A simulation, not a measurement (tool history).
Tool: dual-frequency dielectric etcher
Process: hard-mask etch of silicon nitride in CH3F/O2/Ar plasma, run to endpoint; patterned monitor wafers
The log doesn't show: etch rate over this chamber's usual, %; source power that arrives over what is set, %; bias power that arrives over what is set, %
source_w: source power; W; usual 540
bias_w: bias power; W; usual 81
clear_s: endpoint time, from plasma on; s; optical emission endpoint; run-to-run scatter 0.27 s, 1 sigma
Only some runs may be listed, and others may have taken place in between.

| run | hour | source_w | bias_w | wafers since the last listed run | hours since the last wet clean | hours since the last source power generator calibration | hours since the last bias power generator calibration | hours since the last upper electrode change | incoming incoming film thickness, nm | clear_s |
|---|---|---|---|---|---|---|---|---|---|---|
| 1 | 0.0 | 540 | 81 | 0 | 392.1 | 835.8 | 2234.6 | 1209.4 | 54.0 | 76.2 |
| 2 | 108.0 | 540 | 81 | 1593 | 500.1 | 943.8 | 2342.6 | 1317.4 | 53.6 | 75.0 |
|  | 141.0 | wet clean of the chamber |
| 3 | 164.2 | 540 | 81 | 475 | 23.2 | 1000.0 | 2398.8 | 1373.6 | 54.0 | 74.4 |
| 4 | 206.8 | 540 | 81 | 628 | 65.8 | 1042.6 | 2441.4 | 1416.2 | 54.1 | 75.1 |
| 5 | 283.1 | 540 | 81 | 1125 | 142.1 | 1118.9 | 2517.7 | 1492.5 | 54.5 | 75.8 |
| 6 | 333.0 | 540 | 81 | 736 | 192.0 | 1168.8 | 2567.6 | 1542.4 | 53.6 | 74.9 |
| 7 | 418.1 | 540 | 81 | 1255 | 277.1 | 1253.9 | 2652.7 | 1627.5 | 53.8 | 75.4 |
| 8 | 511.3 | 540 | 81 | 1375 | 370.3 | 1347.1 | 2745.9 | 1720.7 | 54.2 | 75.9 |
| 9 | 594.6 | 540 | 81 | 1229 | 453.6 | 1430.4 | 2829.2 | 1804.0 | 54.1 | 75.8 |
| 10 | 672.6 | 610 | 81 | 1150 | 531.6 | 1508.4 | 2907.2 | 1882.0 | 53.7 | 71.5 |
|  | 715.9 | wet clean of the chamber |
| 11 | 746.8 | 610 | 81 | 740 | 30.9 | 1582.6 | 2981.4 | 1956.2 | 54.4 | 71.0 |
|  | 770.2 | bias power generator calibrated |
| 12 | 849.9 | 610 | 81 | 1462 | 134.0 | 1685.7 | 79.7 | 2059.3 | 54.4 | 71.5 |
| 13 | 940.3 | 540 | 81 | 1333 | 224.4 | 1776.1 | 170.1 | 2149.7 | 54.1 | 75.8 |
| 14 | 1023.4 | 640 | 70 | 1226 | 307.5 | 1859.2 | 253.2 | 2232.8 | 54.0 | 74.4 |
| 15 | 1125.0 | 540 | 64 | 1499 | 409.1 | 1960.8 | 354.8 | 2334.4 | 53.9 | 83.9 |
|  | 1195.0 | wet clean of the chamber |
| 16 | 1195.5 | 540 | 92 | 686 | 0.5 | 2031.3 | 425.3 | 2404.9 | 54.7 | 71.6 |
|  | 1241.0 | upper electrode replaced, of another model than before |
| 17 | 1286.8 | 540 | 62 | 992 | 91.8 | 2122.6 | 516.6 | 45.8 | 54.1 | 90.6 |
| 18 | 1391.3 | 430 | 89 | 1541 | 196.3 | 2227.1 | 621.1 | 150.3 | 54.1 | 87.5 |
| 19 | 1487.9 | 460 | 89 | 1425 | 292.9 | 2323.7 | 717.7 | 246.9 | 54.0 | 81.7 |
|  | 1544.5 | source power generator calibrated |
| 20 | 1554.9 | 540 | 81 | 929 | 359.9 | 10.4 | 784.7 | 313.9 | 54.3 | 76.2 |
|  | 1665.1 | wet clean of the chamber |
| 21 | 1665.6 | 540 | 81 | 1279 | 0.5 | 121.1 | 895.4 | 424.6 | 54.0 | 74.1 |
| 22 | 1767.6 | 630 | 81 | 1504 | 102.5 | 223.1 | 997.4 | 526.6 | 54.2 | 66.8 |
| 23 | 1805.7 | 420 | 64 | 562 | 140.6 | 261.2 | 1035.5 | 564.7 | 54.2 | 112.3 |
| 24 | 1895.6 | 490 | 81 | 1326 | 230.5 | 351.1 | 1125.4 | 654.6 | 53.9 | 81.0 |
| 25 | 1941.4 | 500 | 92 | 675 | 276.3 | 396.9 | 1171.2 | 700.4 | 54.2 | 74.1 |
| 26 | 2007.8 | 590 | 81 | 979 | 342.7 | 463.3 | 1237.6 | 766.8 | 54.5 | 70.5 |
| 27 | 2068.6 | 540 | 81 | 897 | 403.5 | 524.1 | 1298.4 | 827.6 | 53.8 | 75.3 |

Take each entry between the runs: how does the hidden state at the last listed run before it differ from the hidden state at the first listed run after it?
Runs 2 to 3: wet clean of the chamber (hour 141.0)
  etch rate over this chamber's usual, %: -1.38 -> -0.0409
  measured value less the no-hidden-state value, clear_s: +1.0 -> +0.0 s
Runs 10 to 11: wet clean of the chamber (hour 715.9)
  etch rate over this chamber's usual, %: -1.58 -> -0.329
  measured value less the no-hidden-state value, clear_s: +1.2 -> +0.3 s
Runs 11 to 12: bias power generator calibrated (hour 770.2)
  etch rate over this chamber's usual, %: -0.329 -> -0.642
  measured value less the no-hidden-state value, clear_s: +0.3 -> +0.5 s
Runs 15 to 16: wet clean of the chamber (hour 1195.0)
  etch rate over this chamber's usual, %: -1.48 -> -0.102
  measured value less the no-hidden-state value, clear_s: +1.2 -> +0.1 s
Runs 16 to 17: upper electrode replaced, of another model than before (hour 1241.0)
  etch rate over this chamber's usual, %: -0.102 -> -0.379
  measured value less the no-hidden-state value, clear_s: +0.1 -> +0.4 s
Runs 19 to 20: source power generator calibrated (hour 1544.5)
  etch rate over this chamber's usual, %: -0.988 -> -1.19
  measured value less the no-hidden-state value, clear_s: +0.8 -> +0.9 s
Runs 20 to 21: wet clean of the chamber (hour 1665.1)
  etch rate over this chamber's usual, %: -1.19 -> 0.306
  measured value less the no-hidden-state value, clear_s: +0.9 -> -0.2 s

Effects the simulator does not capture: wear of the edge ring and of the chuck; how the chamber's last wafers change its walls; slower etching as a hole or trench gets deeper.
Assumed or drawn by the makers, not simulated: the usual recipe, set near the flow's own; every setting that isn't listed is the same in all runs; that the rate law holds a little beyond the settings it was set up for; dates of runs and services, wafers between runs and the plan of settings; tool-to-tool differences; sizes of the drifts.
